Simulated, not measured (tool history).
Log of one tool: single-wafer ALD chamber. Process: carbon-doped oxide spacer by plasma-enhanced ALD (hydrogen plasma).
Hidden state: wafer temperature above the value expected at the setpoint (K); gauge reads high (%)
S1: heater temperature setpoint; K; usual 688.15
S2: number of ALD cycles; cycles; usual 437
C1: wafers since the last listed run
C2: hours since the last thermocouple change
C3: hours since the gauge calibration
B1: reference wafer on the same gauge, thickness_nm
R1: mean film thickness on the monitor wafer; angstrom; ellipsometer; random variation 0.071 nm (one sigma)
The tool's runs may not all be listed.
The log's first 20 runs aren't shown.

run    hour      S1   S2   C1      C2      C3      B1      R1
 21  1182.8  688.15  437   45  1024.3  1288.1  23.106  202.26
 22  1270.5  688.15  390   58  1112.0  1375.8  23.078  181.89
 23  1454.9  695.15  399  122  1296.4  1560.2  23.110  182.17
 24  1484.7  688.15  437   19  1326.2  1590.0  23.092  201.30
 25  1520.3  699.15  437   23  1361.8  1625.6  23.100  195.83
 26  1576.2  688.15  384   37  1417.7  1681.5  23.091  177.33
 27  1609.7  698.15  352   22  1451.2  1715.0  23.123  158.61
 28  1656.6  688.15  497   31  1498.1  1761.9  23.100  230.09
 29  1690.6  688.15  437   22  1532.1  1795.9  23.110  201.79
     1746.5  -- thermocouple changed; heater temperature recalibrated
 30  1747.7  688.15  407   32     1.2  1853.0  23.083  190.53
 31  1790.9  683.15  360   28    44.4  1896.2  23.116  171.09
 32  1844.8  679.15  484   35    98.3  1950.1  23.070  233.92
     1873.3  -- gauge calibrated
 33  1881.9  698.15  437   24   135.4     8.6  23.104  197.66
 34  1949.3  688.15  437   44   202.8    76.0  23.124  204.27
 35  2013.1  688.15  477   42   266.6   139.8  23.130  222.78
 36  2188.2  676.15  496  116   441.7   314.9  23.079  238.70
 37  2251.0  681.15  359   41   504.5   377.7  23.087  171.22
 38  2321.8  688.15  437   46   575.3   448.5  23.122  203.86
 39  2389.3  702.15  402   44   642.8   516.0  23.099  179.90
 40  2429.5  684.15  414   26   683.0   556.2  23.110  194.80
 41  2495.6  681.15  480   43   749.1   622.3  23.106  226.03

Run 42 comes next. What will it give?
 42  2536.7  688.15  437  27  790.2  663.4   ?   ?

Run 42 gave B1 23.106, R1 203.39 angstrom.
Without the tool's hidden state the same run would have given R1 205.37 angstrom.
